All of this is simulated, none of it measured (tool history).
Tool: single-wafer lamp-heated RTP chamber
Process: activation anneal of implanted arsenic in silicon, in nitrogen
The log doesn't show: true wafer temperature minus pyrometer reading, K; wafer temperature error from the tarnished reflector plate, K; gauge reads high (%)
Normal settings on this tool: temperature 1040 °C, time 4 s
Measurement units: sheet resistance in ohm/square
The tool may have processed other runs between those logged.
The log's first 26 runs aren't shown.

run,hour,temperature,time,wafers since the last listed run,wafers since the last pyrometer calibration,wafers since the reflector plate was cleaned,hours since the gauge calibration,"read-back reference wafer on the same gauge, sheet resistance",sheet resistance
27,699.3,1040,4,353,362,3491,160.3,183.28,200.24
28,734.5,1023,4,635,997,4126,195.5,183.27,210.33
29,747.4,1027,3,232,1230,4359,208.4,183.05,213.03
30,773.4,1013,4,469,1699,4828,234.4,182.8,213.31
31,808.8,1059,6,638,2338,5466,269.8,182.56,182.89
32,828.4,1064,3,353,2691,5820,289.4,182.97,193.97
# hour 861.8: pyrometer window cleaned and pyrometer calibrated
33,862.3,1016,4,467,9,6287,323.3,182.99,212.82
34,880.6,1021,4,330,339,6617,341.6,182.95,209.56
35,898.9,1055,4,330,669,6947,359.9,183.2,192.16
36,933,1031,6,615,1285,7563,394,183.11,196.99

What if the next run were any one of these 5? Each begins from the tool's condition after run 36:
A,933.4,1040,4,7,1292,7570,394.4,?,?
B,933.4,1022,4,7,1292,7570,394.4,?,?
C,933.4,1040,3,7,1292,7570,394.4,?,?
D,933.4,1056,5,7,1292,7570,394.4,?,?
E,933.4,1051,4,7,1292,7570,394.4,?,?

run,"read-back reference wafer on the same gauge, sheet resistance",sheet resistance
A,182.93,199.55
B,182.93,208.22
C,182.93,205.34
D,182.93,187.69
E,182.93,194.41
Had the tool no hidden state, the same runs would have come out as:
run,sheet resistance
A,203.39
B,211.95
C,209.06
D,191.26
E,198.12

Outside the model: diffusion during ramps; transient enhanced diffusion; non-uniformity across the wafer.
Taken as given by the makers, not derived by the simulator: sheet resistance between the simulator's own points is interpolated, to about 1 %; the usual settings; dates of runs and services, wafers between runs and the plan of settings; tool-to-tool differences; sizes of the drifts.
